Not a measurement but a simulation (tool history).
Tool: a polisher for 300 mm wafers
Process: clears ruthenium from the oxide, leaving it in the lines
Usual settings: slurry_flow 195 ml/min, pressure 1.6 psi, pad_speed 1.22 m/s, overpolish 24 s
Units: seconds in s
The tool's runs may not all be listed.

| run | day | slurry_flow | pressure | pad_speed | overpolish | incoming thickness of the incoming film, nm | seconds |
|---|---|---|---|---|---|---|---|
| 1 | 0 | 195 | 1.6 | 1.22 | 24 | 101.2 | 85.2 |
|  | 3.5 | head pressure recalibrated |
| 2 | 3.604 | 195 | 1.6 | 1.22 | 24 | 99.7 | 85.8 |
| 3 | 5.35 | 195 | 1.6 | 1.22 | 24 | 98.1 | 82.8 |
|  | 6.342 | worn pad replaced by a new one |
| 4 | 7.354 | 195 | 1.6 | 1.22 | 24 | 98.5 | 84.8 |
|  | 9.762 | slurry nozzle cleaned |
| 5 | 11.842 | 195 | 1.6 | 1.22 | 24 | 99.4 | 83.6 |
| 6 | 15.496 | 195 | 1.6 | 1.22 | 24 | 97.6 | 83.9 |
| 7 | 19.225 | 195 | 1.6 | 1.22 | 24 | 98.4 | 84.4 |
|  | 20.242 | worn pad replaced by a new one |
|  | 21.654 | slurry nozzle cleaned |
| 8 | 22.117 | 195 | 1.6 | 1.22 | 24 | 100.3 | 90.8 |
|  | 31.412 | slurry nozzle cleaned, repeated, since the last time left the tool worse |
|  | 33.525 | worn pad replaced by a new one |
| 9 | 34.246 | 195 | 1.6 | 1.22 | 31 | 100.2 | 85.1 |
| 10 | 38.442 | 195 | 1.8 | 1.22 | 24 | 101.3 | 77.8 |
| 11 | 41.062 | 195 | 1.6 | 1.22 | 24 | 100.8 | 87.9 |
| 12 | 44.004 | 150 | 1.1 | 1.22 | 24 | 100.6 | 137.7 |
|  | 46.275 | slurry nozzle cleaned |
|  | 46.917 | worn pad replaced by a new one |
| 13 | 47.754 | 195 | 1.6 | 1.22 | 24 | 99.8 | 85.4 |
|  | 51.079 | head pressure recalibrated |
| 14 | 51.642 | 195 | 1.6 | 1.22 | 24 | 100.5 | 86.6 |
| 15 | 54.6 | 220 | 1.1 | 1.6 | 24 | 101.1 | 96.8 |
| 16 | 58.267 | 195 | 1.3 | 1.22 | 24 | 100.6 | 109.6 |

Forecast run 17:
|  | 60.158 | slurry nozzle cleaned |
| 17 | 60.296 | 220 | 2.1 | 0.96 | 29 | 101.7 | ? |

{"run 17": {"seconds": 76.7}}
Without the tool's hidden state the same run would have given seconds 76.6 s.

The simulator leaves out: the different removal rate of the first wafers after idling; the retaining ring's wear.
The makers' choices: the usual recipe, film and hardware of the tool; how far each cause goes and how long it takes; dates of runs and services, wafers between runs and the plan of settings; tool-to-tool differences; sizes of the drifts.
